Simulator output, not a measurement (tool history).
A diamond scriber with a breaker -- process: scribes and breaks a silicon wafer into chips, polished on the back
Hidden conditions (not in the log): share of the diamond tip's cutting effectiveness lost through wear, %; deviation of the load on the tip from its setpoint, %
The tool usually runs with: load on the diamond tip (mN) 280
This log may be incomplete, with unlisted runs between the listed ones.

run,hour,load on the diamond tip (mN),wafers since the last listed run,hours since the diamond tip was replaced,hours since the load on the tip was calibrated,"incoming depth of the damage left on the back of the incoming wafer, um",depth of the median crack under the scribed line (um),chips rejected at inspection after the break (%)
1,0.0,335,0,812.6,236.4,0.02,14.84,1.59
2,17.0,335,46,829.6,253.4,0.02,14.63,1.63
3,52.9,280,98,865.5,289.3,0.02,13.62,0.85
4,72.1,222,52,884.7,308.5,0.03,12.06,1.79
5,96.5,222,66,909.1,332.9,0.05,11.94,1.93
6,128.3,222,87,940.9,364.7,0.01,12.38,1.99
7,146.4,280,49,959.0,382.8,0.01,13.20,0.85
8,168.5,280,60,981.1,404.9,0.01,13.48,0.84
9,184.4,280,43,997.0,420.8,0.03,13.34,0.85
# hour 194.8: diamond tip replaced by a new one
10,218.8,280,88,24.0,455.2,0.02,13.34,0.88
11,250.4,238,86,55.6,486.8,0.04,12.76,1.36
12,273.5,204,63,78.7,509.9,0.04,11.83,2.62
13,299.5,253,71,104.7,535.9,0.03,12.99,1.05
# hour 310.3: load on the tip recalibrated
14,312.6,218,30,117.8,2.3,0.02,12.20,1.93
15,347.6,280,96,152.8,37.3,0.04,13.45,0.84
16,360.2,353,34,165.4,49.9,0.04,14.99,2.04
17,393.4,280,91,198.6,83.1,0.02,13.33,0.82
18,423.4,301,82,228.6,113.1,0.01,14.30,0.93
19,436.9,316,37,242.1,126.6,0.02,14.37,1.16
20,472.8,356,98,278.0,162.5,0.03,14.94,2.14
21,500.0,214,74,305.2,189.7,0.02,11.87,2.15

Give the tool's hidden conditions for every run:
share of the diamond tip's cutting effectiveness lost through wear, %: 0, the same for each run
deviation of the load on the tip from its setpoint, %: 0, the same for each run

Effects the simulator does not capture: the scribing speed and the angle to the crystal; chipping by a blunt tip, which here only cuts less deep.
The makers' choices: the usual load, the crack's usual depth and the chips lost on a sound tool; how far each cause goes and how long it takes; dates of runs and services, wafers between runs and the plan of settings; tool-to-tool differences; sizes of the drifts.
